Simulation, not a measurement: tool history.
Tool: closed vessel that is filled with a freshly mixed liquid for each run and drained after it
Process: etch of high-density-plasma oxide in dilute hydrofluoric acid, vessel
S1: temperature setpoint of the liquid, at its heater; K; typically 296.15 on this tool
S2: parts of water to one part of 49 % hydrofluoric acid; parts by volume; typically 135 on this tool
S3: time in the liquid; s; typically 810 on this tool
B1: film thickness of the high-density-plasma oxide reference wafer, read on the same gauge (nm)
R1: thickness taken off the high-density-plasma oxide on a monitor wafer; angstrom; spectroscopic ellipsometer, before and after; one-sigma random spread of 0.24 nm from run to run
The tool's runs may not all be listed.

{"run": 1, "hour": 0.0, "S1": 296.15, "S2": 135, "S3": 810, "B1": 130.01, "R1": 449.2}
{"run": 2, "hour": 26.0, "S1": 296.15, "S2": 135, "S3": 810, "B1": 129.99, "R1": 450.3}
{"run": 3, "hour": 77.9, "S1": 296.15, "S2": 135, "S3": 810, "B1": 129.96, "R1": 448.6}
{"run": 4, "hour": 135.3, "S1": 296.15, "S2": 135, "S3": 810, "B1": 129.96, "R1": 443.3}
{"run": 5, "hour": 176.5, "S1": 296.15, "S2": 135, "S3": 810, "B1": 130.0, "R1": 441.5}
{"run": 6, "hour": 246.6, "S1": 296.15, "S2": 135, "S3": 810, "B1": 130.02, "R1": 440.1}
{"run": 7, "hour": 296.5, "S1": 296.15, "S2": 135, "S3": 810, "B1": 130.0, "R1": 437.9}
{"run": 8, "hour": 325.0, "S1": 296.15, "S2": 135, "S3": 810, "B1": 130.01, "R1": 441.9}
{"run": 9, "hour": 359.7, "S1": 296.15, "S2": 135, "S3": 810, "B1": 129.99, "R1": 442.5}
{"run": 10, "hour": 416.6, "S1": 296.15, "S2": 160, "S3": 1060, "B1": 130.0, "R1": 467.7}
{"hour": 438.6, "done": "thermometer replaced"}
{"run": 11, "hour": 448.3, "S1": 296.15, "S2": 135, "S3": 810, "B1": 129.97, "R1": 448.4}
{"run": 12, "hour": 499.7, "S1": 296.15, "S2": 135, "S3": 810, "B1": 130.01, "R1": 447.3}
{"run": 13, "hour": 616.7, "S1": 296.15, "S2": 135, "S3": 810, "B1": 129.99, "R1": 441.1}
{"hour": 644.5, "done": "hydrofluoric acid flow meter replaced"}
{"run": 14, "hour": 665.5, "S1": 300.65, "S2": 185, "S3": 810, "B1": 129.96, "R1": 363.0}
{"run": 15, "hour": 736.7, "S1": 294.15, "S2": 160, "S3": 655, "B1": 130.03, "R1": 269.4}
{"run": 16, "hour": 763.6, "S1": 296.15, "S2": 160, "S3": 810, "B1": 130.0, "R1": 362.5}
{"run": 17, "hour": 822.1, "S1": 301.15, "S2": 115, "S3": 610, "B1": 130.01, "R1": 486.7}
{"run": 18, "hour": 854.2, "S1": 294.15, "S2": 180, "S3": 425, "B1": 130.02, "R1": 151.4}
{"run": 19, "hour": 910.9, "S1": 298.15, "S2": 160, "S3": 1015, "B1": 130.0, "R1": 481.5}
{"run": 20, "hour": 980.0, "S1": 294.15, "S2": 105, "S3": 810, "B1": 129.96, "R1": 532.9}
{"hour": 1005.8, "done": "gauge calibrated"}
{"hour": 1032.7, "done": "thermometer replaced"}
{"run": 21, "hour": 1063.4, "S1": 299.65, "S2": 110, "S3": 1255, "B1": 129.96, "R1": 1012.2}
{"run": 22, "hour": 1124.7, "S1": 298.15, "S2": 160, "S3": 1015, "B1": 130.01, "R1": 498.1}
{"run": 23, "hour": 1157.3, "S1": 297.65, "S2": 105, "S3": 810, "B1": 129.99, "R1": 628.3}
{"run": 24, "hour": 1209.6, "S1": 294.65, "S2": 105, "S3": 1285, "B1": 130.0, "R1": 882.4}
{"run": 25, "hour": 1270.1, "S1": 296.15, "S2": 135, "S3": 810, "B1": 129.97, "R1": 447.0}
{"run": 26, "hour": 1301.6, "S1": 296.15, "S2": 135, "S3": 810, "B1": 129.99, "R1": 439.4}
{"run": 27, "hour": 1346.3, "S1": 294.65, "S2": 80, "S3": 1090, "B1": 130.01, "R1": 1002.0}
{"run": 28, "hour": 1379.1, "S1": 298.65, "S2": 80, "S3": 810, "B1": 130.03, "R1": 868.1}
{"run": 29, "hour": 1421.4, "S1": 293.15, "S2": 70, "S3": 405, "B1": 129.97, "R1": 401.9}
{"run": 30, "hour": 1488.9, "S1": 299.65, "S2": 135, "S3": 670, "B1": 130.0, "R1": 410.4}
{"hour": 1533.0, "done": "thermometer replaced"}
{"run": 31, "hour": 1551.9, "S1": 296.15, "S2": 190, "S3": 810, "B1": 130.02, "R1": 301.7}

Each row is a separate what-if for the run after 31, all from the same tool condition, not one after another. Results?
{"run": "A", "hour": 1552.8, "S1": 296.15, "S2": 135, "S3": 810, "B1": "?", "R1": "?"}
{"run": "B", "hour": 1552.8, "S1": 297.65, "S2": 135, "S3": 810, "B1": "?", "R1": "?"}
{"run": "C", "hour": 1552.8, "S1": 296.15, "S2": 180, "S3": 810, "B1": "?", "R1": "?"}
{"run": "D", "hour": 1552.8, "S1": 293.15, "S2": 70, "S3": 445, "B1": "?", "R1": "?"}

run=A B1=129.99 R1=452.4
run=B B1=129.99 R1=479.5
run=C B1=129.99 R1=322.9
run=D B1=129.99 R1=457.5
With the hidden condition removed and each run's random variation left untouched, the same runs would have given:
run=A R1=454.2
run=B R1=481.4
run=C R1=324.1
run=D R1=459.4
